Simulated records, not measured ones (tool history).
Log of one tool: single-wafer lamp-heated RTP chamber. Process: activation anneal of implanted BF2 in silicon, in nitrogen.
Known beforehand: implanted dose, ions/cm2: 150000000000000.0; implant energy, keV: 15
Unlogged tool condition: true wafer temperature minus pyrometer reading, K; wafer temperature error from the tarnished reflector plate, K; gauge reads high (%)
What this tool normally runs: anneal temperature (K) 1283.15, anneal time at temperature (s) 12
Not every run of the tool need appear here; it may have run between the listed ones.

run,hour,anneal temperature (K),anneal time at temperature (s),wafers since the last listed run,wafers since the last pyrometer calibration,wafers since the reflector plate was cleaned,hours since the gauge calibration,"read-back reference wafer on the same gauge, sheet resistance",sheet resistance of the implanted and annealed layer (ohm/square)
1,0,1306.15,14,0,589,14367,71.7,666.12,703.27
2,14.5,1306.15,14,170,759,14537,86.2,666.65,703.16
3,29,1283.15,12,170,929,14707,100.7,667.41,709.06
4,42.3,1283.15,12,156,1085,14863,114,667.44,708.08
5,55.9,1260.15,12,159,1245,15023,127.6,667.62,712.3
6,72.7,1260.15,12,197,1442,15220,144.4,668.07,714.09
7,79.7,1283.15,12,82,1524,15302,151.4,668.24,706.67
8,96,1283.15,12,191,1715,15493,167.7,667.85,708.95
# hour 106.5: reflector plate cleaned
9,107,1283.15,12,35,1750,5,178.7,668.67,707.75
10,111.2,1283.15,12,49,1800,54,182.9,668.5,710.7
11,126.2,1283.15,12,175,1976,230,197.9,668.52,711.22
12,133.4,1283.15,12,84,2060,315,205.1,668.86,710.76
13,143.1,1283.15,15,113,2174,428,214.8,668.68,707.5
14,159.3,1283.15,15,190,2364,619,231,668.56,708.43
# hour 171.1: pyrometer window cleaned and pyrometer calibrated
15,177.1,1283.15,15,114,69,734,248.8,669.1,706.56
16,185,1283.15,12,92,162,826,256.7,669.03,709.89
17,194.1,1283.15,12,106,269,933,265.8,669.06,711.22
18,203.9,1259.15,5,114,384,1048,275.6,668.82,720.53
19,213.3,1283.15,12,110,494,1158,285,669.04,711.47
20,220.5,1297.15,12,84,579,1243,292.2,669,708.44
21,236.5,1260.15,12,187,766,1430,308.2,668.96,713.81
22,248.3,1261.15,8,138,905,1569,320,668.92,716.05
# hour 259.6: gauge calibrated
23,264.7,1291.15,6,192,1097,1761,5.1,663.42,709.41
24,274.4,1262.15,7,113,1211,1875,14.8,664.27,712.42
25,283,1283.15,12,100,1312,1976,23.4,664.8,706.12
26,300.9,1283.15,12,210,1522,2186,41.3,665.57,705.3
27,309.6,1306.15,14,102,1624,2288,50,665.98,700.51
28,317.3,1298.15,12,90,1714,2378,57.7,666.12,703.99
29,327.9,1307.15,9,124,1839,2503,68.3,666.22,706.88
30,336.7,1269.15,14,103,1942,2606,77.1,666.55,707.48
31,344.6,1283.15,19,92,2035,2699,85,666.91,702.61
32,376.4,1271.15,15,373,2408,3072,116.8,667.72,709.76
33,384.9,1274.15,12,99,2507,3172,125.3,667.49,709.33
34,402.7,1272.15,12,208,2716,3380,143.1,667.95,709.9
# hour 415.5: pyrometer window cleaned and pyrometer calibrated
35,416,1283.15,14,62,6,3443,156.4,667.9,708
36,421.2,1263.15,16,61,67,3504,161.6,667.93,709.53
37,435.2,1283.15,12,164,231,3668,175.6,668.33,709.51
38,444.4,1273.15,5,107,339,3776,184.8,667.94,717.74

Measured less the same run without the tool's hidden state. The same run-to-run variation is in both; the gauge's scatter may not be:
run,sheet resistance of the implanted and annealed layer (ohm/square)
1,+2.52
2,+2.93
3,+3.31
4,+3.6
5,+3.89
6,+4.18
7,+4.24
8,+4.48
9,+4.6
10,+4.66
11,+4.82
12,+4.88
13,+4.94
14,+5.07
15,+5.17
16,+5.24
17,+5.3
18,+5.42
19,+5.39
20,+5.39
21,+5.5
22,+5.56
23,-0.24
24,+0.28
25,+0.71
26,+1.48
27,+1.8
28,+2.08
29,+2.44
30,+2.7
31,+2.9
32,+3.67
33,+3.83
34,+4.14
35,+4.33
36,+4.41
37,+4.57
38,+4.74

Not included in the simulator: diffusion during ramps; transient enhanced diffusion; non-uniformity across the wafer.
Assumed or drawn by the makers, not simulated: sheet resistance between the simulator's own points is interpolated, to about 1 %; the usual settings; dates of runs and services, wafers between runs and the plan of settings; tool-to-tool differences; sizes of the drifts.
